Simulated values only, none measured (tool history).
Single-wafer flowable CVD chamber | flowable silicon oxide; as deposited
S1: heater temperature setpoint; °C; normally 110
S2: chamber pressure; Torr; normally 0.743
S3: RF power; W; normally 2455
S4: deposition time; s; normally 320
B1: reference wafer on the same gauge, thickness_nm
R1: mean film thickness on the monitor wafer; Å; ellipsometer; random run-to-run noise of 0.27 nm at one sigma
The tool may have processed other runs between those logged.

run 1 day=0.000 | S1=110 S2=0.743 S3=2455 S4=361 | B1=155.027 | R1=1485.15
run 2 day=3.500 | S1=110 S2=0.743 S3=2455 S4=361 | B1=154.983 | R1=1477.36
run 3 day=7.688 | S1=110 S2=0.743 S3=2455 S4=361 | B1=154.989 | R1=1478.65
run 4 day=11.104 | S1=110 S2=0.743 S3=2455 S4=320 | B1=155.005 | R1=1310.39
run 5 day=14.071 | S1=110 S2=0.743 S3=2455 S4=320 | B1=155.041 | R1=1309.09
run 6 day=18.267 | S1=103 S2=0.743 S3=2455 S4=320 | B1=154.903 | R1=1595.54
run 7 day=20.996 | S1=103 S2=0.743 S3=2455 S4=320 | B1=155.052 | R1=1605.90
run 8 day=23.788 | S1=103 S2=0.743 S3=2455 S4=320 | B1=154.931 | R1=1598.02
-- day=27.433 gauge calibrated
run 9 day=27.483 | S1=110 S2=0.743 S3=2455 S4=320 | B1=154.947 | R1=1309.83
-- day=27.825 capacitance manometer re-zeroed and calibrated
run 10 day=29.838 | S1=110 S2=0.743 S3=2455 S4=320 | B1=155.053 | R1=1304.60
-- day=31.421 thermocouple changed; heater temperature recalibrated
run 11 day=31.704 | S1=110 S2=0.743 S3=2455 S4=320 | B1=155.073 | R1=1305.27
run 12 day=35.346 | S1=96 S2=0.743 S3=2455 S4=320 | B1=154.875 | R1=1961.08
-- day=35.971 showerhead replaced
run 13 day=38.571 | S1=110 S2=0.743 S3=2455 S4=320 | B1=154.942 | R1=1305.96
run 14 day=42.604 | S1=110 S2=0.743 S3=2455 S4=370 | B1=155.079 | R1=1500.52
-- day=44.888 RF generator calibrated
run 15 day=45.988 | S1=101 S2=0.696 S3=2105 S4=320 | B1=154.792 | R1=1568.44
run 16 day=49.529 | S1=122 S2=0.887 S3=2690 S4=300 | B1=154.997 | R1=1075.62

For run 17, what comes out?
run 17 day=53.254 | S1=125 S2=0.743 S3=2810 S4=320 | B1=? | R1=?

B1: 155.064
R1: 900.20 Å
If the tool had no hidden condition, the same run with the same run-to-run variation would have returned R1 901.91 Å.

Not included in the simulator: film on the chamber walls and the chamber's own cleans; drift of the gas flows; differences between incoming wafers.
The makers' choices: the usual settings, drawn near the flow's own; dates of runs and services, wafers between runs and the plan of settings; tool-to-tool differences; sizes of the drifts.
